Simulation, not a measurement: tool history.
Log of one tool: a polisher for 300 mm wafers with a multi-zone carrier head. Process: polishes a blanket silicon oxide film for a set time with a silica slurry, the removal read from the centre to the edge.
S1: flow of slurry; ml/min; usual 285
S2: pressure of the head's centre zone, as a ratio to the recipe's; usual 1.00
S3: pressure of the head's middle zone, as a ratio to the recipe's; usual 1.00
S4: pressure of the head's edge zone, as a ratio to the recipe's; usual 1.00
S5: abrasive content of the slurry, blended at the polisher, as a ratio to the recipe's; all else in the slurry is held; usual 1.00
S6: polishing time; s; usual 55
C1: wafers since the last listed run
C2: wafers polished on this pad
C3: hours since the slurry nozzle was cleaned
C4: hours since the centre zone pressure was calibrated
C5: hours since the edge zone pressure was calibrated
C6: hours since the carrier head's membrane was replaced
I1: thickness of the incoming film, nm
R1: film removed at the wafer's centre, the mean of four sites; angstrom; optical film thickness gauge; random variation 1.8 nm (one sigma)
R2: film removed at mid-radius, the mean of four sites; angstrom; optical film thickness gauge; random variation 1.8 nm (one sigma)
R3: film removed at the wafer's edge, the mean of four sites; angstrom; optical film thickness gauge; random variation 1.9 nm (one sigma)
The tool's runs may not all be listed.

Run 1, day 0.000: usual settings but S2 1.11, S4 1.04; C1 0; C2 7422; C3 0.8; C4 289.7; C5 1167.2; C6 151.0; I1 1484.3. Result: R1 1393 angstrom, R2 1278 angstrom, R3 1292 angstrom.
At day 0.700: worn pad replaced by a new one, of another model than before.
Run 2, day 3.979: usual settings but S4 0.92; C1 1062; C2 913; C3 96.3; C4 385.2; C5 1262.7; C6 246.5; I1 1523.3. Result: R1 1247 angstrom, R2 1234 angstrom, R3 1189 angstrom.
At day 6.746: edge zone pressure recalibrated.
Run 3, day 8.088: usual settings; C1 1122; C2 2035; C3 194.9; C4 483.8; C5 32.2; C6 345.1; I1 1510.3. Result: R1 1238 angstrom, R2 1210 angstrom, R3 1237 angstrom.
Run 4, day 10.325: usual settings but S3 1.05; C1 623; C2 2659; C3 248.6; C4 537.5; C5 85.9; C6 398.8; I1 1522.3. Result: R1 1238 angstrom, R2 1244 angstrom, R3 1259 angstrom.
Run 5, day 14.529: usual settings but S2 0.93, S6 62 s; C1 1172; C2 3831; C3 349.5; C4 638.4; C5 186.8; C6 499.7; I1 1500.1. Result: R1 1285 angstrom, R2 1366 angstrom, R3 1400 angstrom.
At day 15.908: centre zone pressure recalibrated.
Run 6, day 17.738: usual settings but S1 215 ml/min, S2 1.12, S3 1.09, S4 1.08; C1 871; C2 4703; C3 426.5; C4 43.9; C5 263.8; C6 576.7; I1 1521.7. Result: R1 1335 angstrom, R2 1253 angstrom, R3 1252 angstrom.
Run 7, day 21.067: usual settings; C1 928; C2 5631; C3 506.4; C4 123.8; C5 343.7; C6 656.6; I1 1502.0. Result: R1 1213 angstrom, R2 1207 angstrom, R3 1240 angstrom.
Run 8, day 24.292: usual settings but S4 1.07, S6 64 s; C1 899; C2 6530; C3 583.8; C4 201.2; C5 421.1; C6 734.0; I1 1501.6. Result: R1 1351 angstrom, R2 1379 angstrom, R3 1462 angstrom.
At day 26.292: slurry nozzle cleaned.
At day 26.567: carrier head's membrane replaced by a new one.
At day 28.012: worn pad replaced by a new one.
Run 9, day 28.638: usual settings; C1 1095; C2 173; C3 56.3; C4 305.5; C5 525.4; C6 49.7; I1 1485.2. Result: R1 1284 angstrom, R2 1216 angstrom, R3 1283 angstrom.
Run 10, day 33.117: usual settings but S2 0.93, S4 1.09, S5 0.75; C1 1248; C2 1422; C3 163.8; C4 413.0; C5 632.9; C6 157.2; I1 1496.1. Result: R1 890 angstrom, R2 922 angstrom, R3 984 angstrom.
Run 11, day 36.508: usual settings but S3 0.91, S6 48 s; C1 945; C2 2368; C3 245.2; C4 494.4; C5 714.3; C6 238.6; I1 1493.7. Result: R1 1074 angstrom, R2 958 angstrom, R3 1085 angstrom.
Run 12, day 40.092: usual settings but S2 1.09, S5 1.20; C1 999; C2 3367; C3 331.2; C4 580.4; C5 800.3; C6 324.6; I1 1520.8. Result: R1 1477 angstrom, R2 1342 angstrom, R3 1381 angstrom.
Run 13, day 44.121: usual settings but S6 69 s; C1 1123; C2 4490; C3 427.9; C4 677.1; C5 897.0; C6 421.3; I1 1513.3. Result: R1 1463 angstrom, R2 1483 angstrom, R3 1580 angstrom.
Run 14, day 47.525: usual settings; C1 949; C2 5439; C3 509.6; C4 758.8; C5 978.7; C6 503.0; I1 1519.3. Result: R1 1200 angstrom, R2 1192 angstrom, R3 1220 angstrom.
At day 48.700: centre zone pressure recalibrated.
Run 15, day 49.258: usual settings; C1 460; C2 5899; C3 551.2; C4 13.4; C5 1020.3; C6 544.6; I1 1483.6. Result: R1 1167 angstrom, R2 1147 angstrom, R3 1179 angstrom.
Run 16, day 52.121: usual settings but S1 210 ml/min, S3 0.92, S4 1.04, S5 0.75; C1 798; C2 6697; C3 619.9; C4 82.1; C5 1089.0; C6 613.3; I1 1525.7. Result: R1 818 angstrom, R2 741 angstrom, R3 880 angstrom.
At day 52.658: worn pad replaced by a new one.
Run 17, day 54.850: usual settings; C1 714; C2 610; C3 685.4; C4 147.6; C5 1154.5; C6 678.8; I1 1509.3. Result: R1 1150 angstrom, R2 1149 angstrom, R3 1173 angstrom.
At day 55.238: slurry nozzle cleaned.
Run 18, day 56.475: usual settings but S3 0.96, S5 1.10, S6 72 s; C1 441; C2 1051; C3 29.7; C4 186.6; C5 1193.5; C6 717.8; I1 1514.5. Result: R1 1746 angstrom, R2 1704 angstrom, R3 1795 angstrom.
At day 59.325: edge zone pressure recalibrated.
Run 19, day 59.938: usual settings but S2 1.04, S5 1.10; C1 942; C2 1994; C3 112.8; C4 269.7; C5 14.7; C6 800.9; I1 1507.8. Result: R1 1378 angstrom, R2 1277 angstrom, R3 1339 angstrom.
At day 60.850: carrier head's membrane replaced by a new one.
Run 20, day 62.408: usual settings but S2 1.11, S3 1.09, S6 71 s; C1 630; C2 2624; C3 172.1; C4 329.0; C5 74.0; C6 37.4; I1 1499.9. Result: R1 1795 angstrom, R2 1677 angstrom, R3 1600 angstrom.
Run 21, day 72.525: usual settings; C1 2820; C2 5445; C3 414.9; C4 571.8; C5 316.8; C6 280.2; I1 1494.2. Result: R1 1221 angstrom, R2 1206 angstrom, R3 1221 angstrom.
At day 75.179: centre zone pressure recalibrated.
Run 22, day 76.367: usual settings but S4 1.10, S5 1.10; C1 1047; C2 6493; C3 507.1; C4 28.5; C5 409.0; C6 372.4; I1 1475.8. Result: R1 1285 angstrom, R2 1264 angstrom, R3 1364 angstrom.

3 ways to go on from here, each from the tool as it stands after run 22. What would each give?
Run A, day 76.383: usual settings but S1 210 ml/min; C1 4; C2 6498; C3 507.5; C4 28.9; C5 409.4; C6 372.8; I1 1515.7. Result: R1 ?, R2 ?, R3 ?.
Run B, day 76.383: usual settings but S5 0.70; C1 4; C2 6498; C3 507.5; C4 28.9; C5 409.4; C6 372.8; I1 1515.7. Result: R1 ?, R2 ?, R3 ?.
Run C, day 76.383: usual settings but S4 0.91; C1 4; C2 6498; C3 507.5; C4 28.9; C5 409.4; C6 372.8; I1 1515.7. Result: R1 ?, R2 ?, R3 ?.

run    R1    R2    R3
  A  1154  1109  1185
  B   829   792   834
  C  1221  1166  1176
Without the tool's hidden state the same runs would have given:
run    R1    R2    R3
  A  1234  1177  1238
  B   871   828   863
  C  1283  1220  1216
